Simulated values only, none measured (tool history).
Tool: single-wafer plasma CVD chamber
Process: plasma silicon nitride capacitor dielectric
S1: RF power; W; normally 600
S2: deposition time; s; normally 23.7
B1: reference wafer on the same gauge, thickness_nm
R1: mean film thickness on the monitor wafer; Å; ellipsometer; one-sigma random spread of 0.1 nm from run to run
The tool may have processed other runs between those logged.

run   hour   S1    S2      B1      R1
  1    0.0  600  23.7  32.441  331.87
  2   36.0  600  23.7  32.467  332.32
  3   71.8  600  23.7  32.480  331.43
  4  168.0  600  23.7  32.505  333.08
  5  181.6  600  22.0  32.531  309.48
  6  195.7  600  22.0  32.536  310.70
  7  218.0  600  23.7  32.522  335.31
     263.5  -- gauge calibrated
     314.2  -- showerhead replaced
  8  322.7  600  23.7  31.932  328.97
  9  336.3  600  23.7  31.974  326.18
 10  359.0  600  23.7  32.006  329.64
     375.1  -- RF generator calibrated
 11  375.6  600  23.7  32.059  326.26
 12  391.0  600  23.7  32.095  328.58
 13  409.6  600  22.0  32.141  305.52
 14  429.0  600  22.0  32.188  307.52
 15  459.5  655  22.1  32.214  316.16
 16  492.7  665  25.9  32.266  376.39
 17  515.2  520  25.9  32.300  347.55
 18  579.8  655  19.5  32.359  281.04
 19  599.9  600  23.7  32.339  328.96
 20  679.5  600  23.7  32.422  330.88
 21  708.2  665  20.7  32.433  299.31
 22  741.9  690  22.2  32.474  325.90
 23  775.2  520  25.9  32.479  346.54
 24  792.5  705  20.1  32.473  297.63
 25  811.7  535  23.7  32.462  319.27

Consider 4 possible next runs. They are alternatives, not a sequence: every one starts from the tool as it was left by run 25. What does each give?
  A  812.1  600  23.7   ?   ?
  B  812.1  645  22.2   ?   ?
  C  812.1  655  23.7   ?   ?
  D  812.1  505  25.4   ?   ?

run      B1      R1
  A  32.461  334.51
  B  32.461  320.81
  C  32.461  344.20
  D  32.461  338.70
The same runs, with their run-to-run variation unchanged, on a tool lacking any hidden condition would have given:
run      R1
  A  327.51
  B  314.10
  C  337.00
  D  331.61

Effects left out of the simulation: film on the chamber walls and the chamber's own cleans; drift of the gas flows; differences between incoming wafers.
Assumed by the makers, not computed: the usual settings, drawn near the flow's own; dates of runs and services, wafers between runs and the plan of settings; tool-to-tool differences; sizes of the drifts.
